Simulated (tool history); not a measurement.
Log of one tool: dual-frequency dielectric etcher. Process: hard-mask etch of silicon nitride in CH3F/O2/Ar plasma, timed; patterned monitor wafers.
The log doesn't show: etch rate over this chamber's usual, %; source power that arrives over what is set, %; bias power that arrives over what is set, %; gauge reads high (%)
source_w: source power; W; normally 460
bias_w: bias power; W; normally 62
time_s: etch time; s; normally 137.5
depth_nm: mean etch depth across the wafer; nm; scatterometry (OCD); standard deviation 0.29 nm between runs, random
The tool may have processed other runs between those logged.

run    hour  source_w  bias_w  time_s  wafers since the last listed run  hours since the last wet clean  hours since the last source power generator calibration  hours since the last bias power generator calibration  hours since the last upper electrode change  hours since the gauge calibration  read-back reference wafer on the same gauge, depth_nm  depth_nm
  1     0.0       460      62   137.5                                 0                             0.5                                                   2065.0                                                 2250.5                                       1210.7                              545.7                                                   89.2      94.3
  2    19.3       460      62   137.5                                96                            19.8                                                   2084.3                                                 2269.8                                       1230.0                              565.0                                                   89.2      93.9
  3    54.4       460      62   137.5                               175                            54.9                                                   2119.4                                                 2304.9                                       1265.1                              600.1                                                   89.2      93.9
  4    81.0       460      62   137.5                               132                            81.5                                                   2146.0                                                 2331.5                                       1291.7                              626.7                                                   89.2      93.5
  5   133.3       460      57   137.5                               260                           133.8                                                   2198.3                                                 2383.8                                       1344.0                              679.0                                                   89.1      92.9
  6   161.9       460      57   137.5                               142                           162.4                                                   2226.9                                                 2412.4                                       1372.6                              707.6                                                   89.3      92.5
  7   208.3       460      62   137.5                               231                           208.8                                                   2273.3                                                 2458.8                                       1419.0                              754.0                                                   89.2      93.5
  8   272.5       460      62   137.5                               320                           273.0                                                   2337.5                                                 2523.0                                       1483.2                              818.2                                                   89.3      94.4
  9   386.0       460      62   137.5                               566                           386.5                                                   2451.0                                                 2636.5                                       1596.7                              931.7                                                   89.3      94.1
      456.1  -- wet clean of the chamber
 10   456.6       460      62   137.5                               232                             0.5                                                   2521.6                                                 2707.1                                       1667.3                             1002.3                                                   89.2      94.0
 11   515.0       460      62   137.5                               291                            58.9                                                   2580.0                                                 2765.5                                       1725.7                             1060.7                                                   89.2      93.8
 12   579.4       460      62   137.5                               321                           123.3                                                   2644.4                                                 2829.9                                       1790.1                             1125.1                                                   89.2      93.8
 13   631.7       460      62   137.5                               260                           175.6                                                   2696.7                                                 2882.2                                       1842.4                             1177.4                                                   89.1      94.0
      683.8  -- upper electrode replaced
 14   684.3       520      62   137.5                               142                           228.2                                                   2749.3                                                 2934.8                                          0.5                             1230.0                                                   89.2      96.6
 15   715.2       350      62   166.5                               154                           259.1                                                   2780.2                                                 2965.7                                         31.4                             1260.9                                                   89.2     105.8
      743.8  -- source power generator calibrated
 16   783.4       460      62   137.5                               320                           327.3                                                     39.6                                                 3033.9                                         99.6                             1329.1                                                   89.2      93.4
      794.0  -- gauge calibrated
 17   850.3       460      62   137.5                               333                           394.2                                                    106.5                                                 3100.8                                        166.5                               56.3                                                   89.2      93.9
 18   877.1       400      46   100.5                               133                           421.0                                                    133.3                                                 3127.6                                        193.3                               83.1                                                   89.2      63.6
      909.8  -- wet clean of the chamber
 19   946.9       460      62   137.5                               228                            37.1                                                    203.1                                                 3197.4                                        263.1                              152.9                                                   89.2      93.8
 20  1010.3       460      62   137.5                               316                           100.5                                                    266.5                                                 3260.8                                        326.5                              216.3                                                   89.2      94.0
 21  1044.7       540      70   178.5                               171                           134.9                                                    300.9                                                 3295.2                                        360.9                              250.7                                                   89.2     130.1
     1097.3  -- bias power generator calibrated
 22  1116.7       460      55   120.5                               339                           206.9                                                    372.9                                                   19.4                                        432.9                              322.7                                                   89.1      80.5
 23  1182.3       550      62   137.5                               327                           272.5                                                    438.5                                                   85.0                                        498.5                              388.3                                                   89.2      98.1
 24  1232.1       350      53   103.0                               248                           322.3                                                    488.3                                                  134.8                                        548.3                              438.1                                                   89.3      64.0
 25  1280.8       460      62   137.5                               243                           371.0                                                    537.0                                                  183.5                                        597.0                              486.8                                                   89.2      93.5
     1328.0  -- wet clean of the chamber
 26  1390.4       380      46   124.5                               427                            62.4                                                    646.6                                                  293.1                                        706.6                              596.4                                                   89.2      77.0
 27  1417.6       460      53   106.5                               135                            89.6                                                    673.8                                                  320.3                                        733.8                              623.6                                                   89.2      70.5
 28  1442.3       570      48   173.0                               123                           114.3                                                    698.5                                                  345.0                                        758.5                              648.3                                                   89.2     119.9
 29  1484.4       550      68   110.5                               210                           156.4                                                    740.6                                                  387.1                                        800.6                              690.4                                                   89.2      80.5
 30  1547.1       490      50   113.0                               312                           219.1                                                    803.3                                                  449.8                                        863.3                              753.1                                                   89.2      75.6

List, for all runs, the conditions of the tool that the log does not record:
etch rate over this chamber's usual, %: 0, the same for each run
source power that arrives over what is set, %: 0, the same for each run
bias power that arrives over what is set, %: 0, the same for each run
gauge reads high (%): 0, the same for each run
